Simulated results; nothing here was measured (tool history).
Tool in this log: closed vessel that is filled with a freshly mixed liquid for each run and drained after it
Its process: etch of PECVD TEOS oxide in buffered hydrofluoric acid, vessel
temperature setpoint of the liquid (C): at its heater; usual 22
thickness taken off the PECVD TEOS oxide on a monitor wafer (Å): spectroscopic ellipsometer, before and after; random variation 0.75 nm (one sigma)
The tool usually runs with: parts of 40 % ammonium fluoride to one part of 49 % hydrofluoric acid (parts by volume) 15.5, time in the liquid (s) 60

run,hour,temperature setpoint of the liquid (C),parts of 40 % ammonium fluoride to one part of 49 % hydrofluoric acid (parts by volume),time in the liquid (s),wafers since the last listed run,hours since the thermometer was replaced,hours since the hydrofluoric acid flow meter was replaced,hours since the gauge calibration,"read-back film thickness of the PECVD TEOS oxide reference wafer, read on the same gauge (nm)",thickness taken off the PECVD TEOS oxide on a monitor wafer (Å)
1,0,22,11,60,0,2799.6,1048.1,65.7,110,1410.7
2,9.5,22,11,60,1335,2809.1,1057.6,75.2,110,1406.5
3,24,22,11,60,2038,2823.6,1072.1,89.7,110.01,1389.9
4,31.3,24,15.5,60,1026,2830.9,1079.4,97,110.02,1118.6
5,46.6,24,15.5,60,2150,2846.2,1094.7,112.3,110.01,1120
6,57.5,24,15.5,60,1532,2857.1,1105.6,123.2,109.98,1130.4
7,67.6,22,15.5,60,1419,2867.2,1115.7,133.3,110.04,1001
8,82.6,22,15.5,65,2108,2882.2,1130.7,148.3,110,1072.8
# hour 85.6: thermometer replaced
9,89.3,25,19.5,60,801,3.7,1137.4,155,109.99,934.9
10,102.8,19.5,15.5,80,1897,17.2,1150.9,168.5,110.04,1155.4
# hour 111.8: hydrofluoric acid flow meter replaced
11,114.8,22,11,60,1546,29.2,3,180.5,110.02,1406.3
12,127.1,25,15.5,60,1728,41.5,15.3,192.8,109.98,1171.1
13,134.1,22,15.5,60,983,48.5,22.3,199.8,109.96,1006.1
14,145.8,20.5,10,40,1644,60.2,34,211.5,109.97,942.7
# hour 150.9: gauge calibrated
15,158.1,27,15.5,70,1728,72.5,46.3,7.2,109.96,1517.7
16,165.2,22,15.5,60,998,79.6,53.4,14.3,110.03,994.2
17,172.2,22,12,60,983,86.6,60.4,21.3,110,1260.8
18,186.6,19,17.5,60,2024,101,74.8,35.7,110,756.1
19,199.1,26,17,50,1757,113.5,87.3,48.2,110.02,937.1
20,207,22,15.5,50,1110,121.4,95.2,56.1,110.02,836

Alternative continuations, all from the tool just after run 20; predict every row:
A,207.7,22,15.5,60,98,122.1,95.9,56.8,?,?
B,207.7,18,20.5,30,98,122.1,95.9,56.8,?,?
C,207.7,20.5,11.5,30,98,122.1,95.9,56.8,?,?

run,"read-back film thickness of the PECVD TEOS oxide reference wafer, read on the same gauge (nm)",thickness taken off the PECVD TEOS oxide on a monitor wafer (Å)
A,110,997.9
B,110,304.7
C,110,615.1
Without the tool's unlogged condition, the same runs would have read:
run,thickness taken off the PECVD TEOS oxide on a monitor wafer (Å)
A,997.9
B,304.7
C,615.1

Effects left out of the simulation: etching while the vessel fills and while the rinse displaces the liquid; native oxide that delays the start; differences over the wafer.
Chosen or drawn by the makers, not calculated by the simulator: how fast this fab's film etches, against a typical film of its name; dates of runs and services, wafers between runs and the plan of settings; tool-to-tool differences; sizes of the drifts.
